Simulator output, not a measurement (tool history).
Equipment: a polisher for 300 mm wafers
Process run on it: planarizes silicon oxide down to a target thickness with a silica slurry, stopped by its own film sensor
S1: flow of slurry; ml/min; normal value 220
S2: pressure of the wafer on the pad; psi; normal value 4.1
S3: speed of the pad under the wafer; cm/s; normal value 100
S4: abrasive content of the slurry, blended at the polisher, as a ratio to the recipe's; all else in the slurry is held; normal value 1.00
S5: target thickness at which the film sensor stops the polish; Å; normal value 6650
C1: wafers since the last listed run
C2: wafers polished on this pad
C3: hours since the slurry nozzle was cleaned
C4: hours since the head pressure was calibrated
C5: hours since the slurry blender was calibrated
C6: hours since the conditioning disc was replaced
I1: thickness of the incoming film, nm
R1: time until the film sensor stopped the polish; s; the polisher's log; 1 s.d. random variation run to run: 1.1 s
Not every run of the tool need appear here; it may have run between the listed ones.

run	hour	S1	S2	S3	S4	S5	C1	C2	C3	C4	C5	C6	I1	R1
1	0.0	220	4.1	100	1.00	6140	0	651	310.1	218.5	284.6	398.7	860.0	76.1
2	82.0	220	4.1	100	1.00	6890	500	1152	392.1	300.5	366.6	480.7	863.6	54.4
3	182.6	220	4.1	100	1.00	6650	614	1766	492.7	401.1	467.2	581.3	864.1	60.4
4	221.1	220	4.1	100	1.00	6650	235	2001	531.2	439.6	505.7	619.8	883.2	67.7
5	276.2	220	5.1	100	1.00	5930	336	2338	586.3	494.7	560.8	674.9	864.4	70.0
6	355.1	220	4.1	100	1.00	6650	481	2819	665.2	573.6	639.7	753.8	873.6	64.0
# hour 371.2: conditioning disc replaced and pad reconditioned
7	396.5	255	4.1	100	1.00	5930	240	3060	706.6	615.0	681.1	25.3	873.2	82.0
# hour 458.2: slurry blender recalibrated
# hour 467.5: slurry nozzle cleaned
8	476.4	220	4.1	100	0.85	6650	469	3530	8.9	694.9	18.2	105.2	873.9	69.8
# hour 571.6: worn pad replaced by a new one
9	577.5	240	5.0	100	1.00	6650	593	36	110.0	796.0	119.3	206.3	855.1	50.6
10	651.2	220	4.1	100	0.90	6650	450	486	183.7	869.7	193.0	280.0	876.5	66.3
11	752.9	220	4.1	100	1.00	6650	621	1107	285.4	971.4	294.7	381.7	883.3	70.2
12	807.4	165	4.1	100	1.00	6650	332	1440	339.9	1025.9	349.2	436.2	876.9	67.1
# hour 886.4: head pressure recalibrated
13	896.4	220	4.1	100	1.00	6650	531	1971	428.9	10.0	438.2	525.2	864.3	62.0
14	999.2	220	4.8	122	1.30	6650	627	2599	531.7	112.8	541.0	628.0	874.8	46.2
# hour 1022.0: conditioning disc replaced and pad reconditioned
15	1071.7	220	4.1	88	1.10	6250	430	3030	604.2	185.3	613.5	49.7	868.7	82.2
# hour 1086.5: slurry blender recalibrated
16	1145.8	220	4.1	120	1.20	6650	440	3470	678.3	259.4	59.3	123.8	879.0	53.4
# hour 1188.6: slurry nozzle cleaned
17	1205.3	220	4.1	100	1.00	6650	357	3827	16.7	318.9	118.8	183.3	870.3	65.0
# hour 1282.4: worn pad replaced by a new one
18	1293.8	220	4.1	100	1.00	6650	516	69	105.2	407.4	207.3	271.8	866.6	62.3
19	1353.0	195	4.1	100	1.00	6050	361	431	164.4	466.6	266.5	331.0	862.5	79.1
20	1453.1	220	4.1	136	1.10	6650	611	1042	264.5	566.7	366.6	431.1	883.7	51.7
21	1530.0	200	4.1	100	1.00	6650	469	1512	341.4	643.6	443.5	508.0	855.4	58.7
22	1573.4	220	5.4	100	1.00	6650	265	1777	384.8	687.0	486.9	551.4	859.5	47.9
23	1662.0	220	4.1	116	1.00	6650	541	2318	473.4	775.6	575.5	640.0	873.0	56.5
# hour 1689.9: conditioning disc replaced and pad reconditioned
24	1743.3	220	4.1	100	1.00	6080	484	2803	554.7	856.9	656.8	53.4	862.8	77.4
# hour 1768.6: slurry blender recalibrated
25	1844.7	220	4.1	100	1.00	6650	607	3410	656.1	958.3	76.1	154.8	857.7	59.9

Consider 4 possible next runs. They are alternatives, not a sequence: every one starts from the tool as it was left by run 25. What does each give?
A	1845.2	220	4.1	100	1.00	6650	3	3413	656.6	958.8	76.6	155.3	867.8	?
B	1845.2	255	2.9	100	1.00	6650	3	3413	656.6	958.8	76.6	155.3	867.8	?
C	1845.2	260	4.1	100	1.00	7250	3	3413	656.6	958.8	76.6	155.3	867.8	?
D	1845.2	260	3.1	100	0.80	6650	3	3413	656.6	958.8	76.6	155.3	867.8	?

run	R1
A	61.6
B	77.0
C	42.5
D	78.9
Without the tool's hidden state the same runs would have given:
run	R1
A	61.6
B	77.0
C	42.5
D	78.9
